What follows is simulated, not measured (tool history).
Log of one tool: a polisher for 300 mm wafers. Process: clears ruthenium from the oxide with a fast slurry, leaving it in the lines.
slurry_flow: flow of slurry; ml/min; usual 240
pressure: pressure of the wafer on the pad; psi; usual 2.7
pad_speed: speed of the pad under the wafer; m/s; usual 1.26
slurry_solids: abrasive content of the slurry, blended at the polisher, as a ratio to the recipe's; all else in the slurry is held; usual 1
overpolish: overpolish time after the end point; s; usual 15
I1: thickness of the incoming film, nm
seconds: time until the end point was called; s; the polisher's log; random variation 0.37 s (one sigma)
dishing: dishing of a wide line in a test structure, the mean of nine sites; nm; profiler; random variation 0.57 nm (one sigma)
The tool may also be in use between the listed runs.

run 1 hour=0 | slurry_flow=275 pressure=2.7 pad_speed=1.26 slurry_solids=1 overpolish=15 | I1=201.5 | seconds=32.1 dishing=56.9
-- hour=29.4 worn pad replaced by a new one
-- hour=30.5 slurry blender recalibrated
run 2 hour=31.4 | slurry_flow=275 pressure=2.7 pad_speed=1.26 slurry_solids=1 overpolish=15 | I1=201.4 | seconds=32.1 dishing=57.5
run 3 hour=52.3 | slurry_flow=275 pressure=2.7 pad_speed=1.26 slurry_solids=1 overpolish=15 | I1=198.7 | seconds=31.4 dishing=57.4
run 4 hour=74 | slurry_flow=240 pressure=2.7 pad_speed=1.26 slurry_solids=1.1 overpolish=15 | I1=197.1 | seconds=30.2 dishing=58.2
-- hour=83.1 head pressure recalibrated
run 5 hour=107.5 | slurry_flow=240 pressure=2.7 pad_speed=1.26 slurry_solids=1.1 overpolish=15 | I1=197.8 | seconds=31.4 dishing=57.6
run 6 hour=140.6 | slurry_flow=240 pressure=2.7 pad_speed=1.26 slurry_solids=1 overpolish=15 | I1=201.8 | seconds=33 dishing=57
run 7 hour=176.4 | slurry_flow=240 pressure=2.7 pad_speed=1.26 slurry_solids=1 overpolish=15 | I1=201.9 | seconds=33.1 dishing=55.8
-- hour=191.4 slurry blender recalibrated
-- hour=217 worn pad replaced by a new one
run 8 hour=220.2 | slurry_flow=240 pressure=2.7 pad_speed=1.58 slurry_solids=1 overpolish=15 | I1=197.8 | seconds=25.8 dishing=67.2
run 9 hour=315.5 | slurry_flow=240 pressure=2.7 pad_speed=1.58 slurry_solids=1 overpolish=15 | I1=200.7 | seconds=25.7 dishing=67.3
run 10 hour=329.1 | slurry_flow=240 pressure=2.7 pad_speed=1.58 slurry_solids=1 overpolish=15 | I1=202.4 | seconds=25.8 dishing=65.6
run 11 hour=346.5 | slurry_flow=240 pressure=3.2 pad_speed=1.26 slurry_solids=1 overpolish=15 | I1=196 | seconds=27.1 dishing=62.7
run 12 hour=376.5 | slurry_flow=240 pressure=3.2 pad_speed=1.26 slurry_solids=1 overpolish=15 | I1=199 | seconds=28.1 dishing=63.5
-- hour=385.1 slurry blender recalibrated
-- hour=386.1 worn pad replaced by a new one
run 13 hour=409.4 | slurry_flow=240 pressure=2.7 pad_speed=1.26 slurry_solids=1 overpolish=15 | I1=202.8 | seconds=31.4 dishing=56
-- hour=440.5 slurry nozzle cleaned
run 14 hour=502.7 | slurry_flow=240 pressure=2.7 pad_speed=1.26 slurry_solids=1 overpolish=15 | I1=201.3 | seconds=32.6 dishing=57.8
run 15 hour=524.4 | slurry_flow=325 pressure=2.9 pad_speed=1.26 slurry_solids=0.7 overpolish=15 | I1=201.2 | seconds=36.1 dishing=53.7
-- hour=539.6 head pressure recalibrated
run 16 hour=544.8 | slurry_flow=240 pressure=2.7 pad_speed=1.26 slurry_solids=1 overpolish=15 | I1=198 | seconds=30.6 dishing=58.9
-- hour=552.3 slurry blender recalibrated
-- hour=562.2 worn pad replaced by a new one
run 17 hour=577 | slurry_flow=205 pressure=3.6 pad_speed=1.26 slurry_solids=1.1 overpolish=18 | I1=203.7 | seconds=23.2 dishing=80.8
run 18 hour=608.7 | slurry_flow=240 pressure=2.7 pad_speed=1.26 slurry_solids=1 overpolish=15 | I1=199.6 | seconds=29.6 dishing=60
run 19 hour=663 | slurry_flow=180 pressure=2.2 pad_speed=1.26 slurry_solids=1 overpolish=15 | I1=203.7 | seconds=37.7 dishing=51.6
run 20 hour=692.7 | slurry_flow=270 pressure=2.7 pad_speed=1.26 slurry_solids=1 overpolish=15 | I1=197.6 | seconds=29.3 dishing=61.9
-- hour=700.7 head pressure recalibrated, repeated, since the last time left the tool worse
-- hour=716 worn pad replaced by a new one
run 21 hour=717.3 | slurry_flow=240 pressure=2.7 pad_speed=0.88 slurry_solids=1 overpolish=15 | I1=203.7 | seconds=48.8 dishing=41.9
-- hour=726.7 slurry blender recalibrated
run 22 hour=739.7 | slurry_flow=240 pressure=3.6 pad_speed=1.26 slurry_solids=0.75 overpolish=15 | I1=198.8 | seconds=30.3 dishing=59.9
run 23 hour=771.9 | slurry_flow=240 pressure=2.2 pad_speed=1.26 slurry_solids=1 overpolish=22 | I1=200.9 | seconds=39.6 dishing=64.5
run 24 hour=807.6 | slurry_flow=240 pressure=2.7 pad_speed=1.26 slurry_solids=1 overpolish=15 | I1=197.3 | seconds=32 dishing=56
run 25 hour=820.8 | slurry_flow=280 pressure=2.7 pad_speed=1.66 slurry_solids=0.8 overpolish=15 | I1=201.2 | seconds=27.2 dishing=62.7
run 26 hour=838.7 | slurry_flow=280 pressure=3.1 pad_speed=0.96 slurry_solids=1.1 overpolish=15 | I1=199.6 | seconds=35.3 dishing=53.1
run 27 hour=868.8 | slurry_flow=240 pressure=2.7 pad_speed=1.26 slurry_solids=1 overpolish=15 | I1=197.9 | seconds=31.8 dishing=55.9
run 28 hour=884.4 | slurry_flow=240 pressure=2 pad_speed=1.52 slurry_solids=1 overpolish=15 | I1=198.9 | seconds=34.9 dishing=53.9

Some steps in seconds between neighbouring runs. How much of each would the tool show without its hidden state too (settings, what came in, random variation), and how much is left for the hidden state, with any gauge scatter that isn't in both results?
The hidden state here: removal rate lost through wear of the pad, %; slurry flow missing at the pad, %; deviation of the head's pressure from its setpoint, %; abrasive missing from the slurry, %.
Run 18 -> 19: slurry_flow 240 -> 180, pressure 2.7 -> 2.2. seconds +8.1 s: hidden state -1.3, all else +9.4.
Run 20 -> 21: slurry_flow 270 -> 240, pad_speed 1.26 -> 0.88, head pressure recalibrated, repeated, since the last time left the tool worse, worn pad replaced by a new one. seconds +19.5 s: hidden state +3.9, all else +15.6.
Run 21 -> 22: pressure 2.7 -> 3.6, pad_speed 0.88 -> 1.26, slurry_solids 1 -> 0.75, slurry blender recalibrated. seconds -18.5 s: hidden state -0.2, all else -18.3.

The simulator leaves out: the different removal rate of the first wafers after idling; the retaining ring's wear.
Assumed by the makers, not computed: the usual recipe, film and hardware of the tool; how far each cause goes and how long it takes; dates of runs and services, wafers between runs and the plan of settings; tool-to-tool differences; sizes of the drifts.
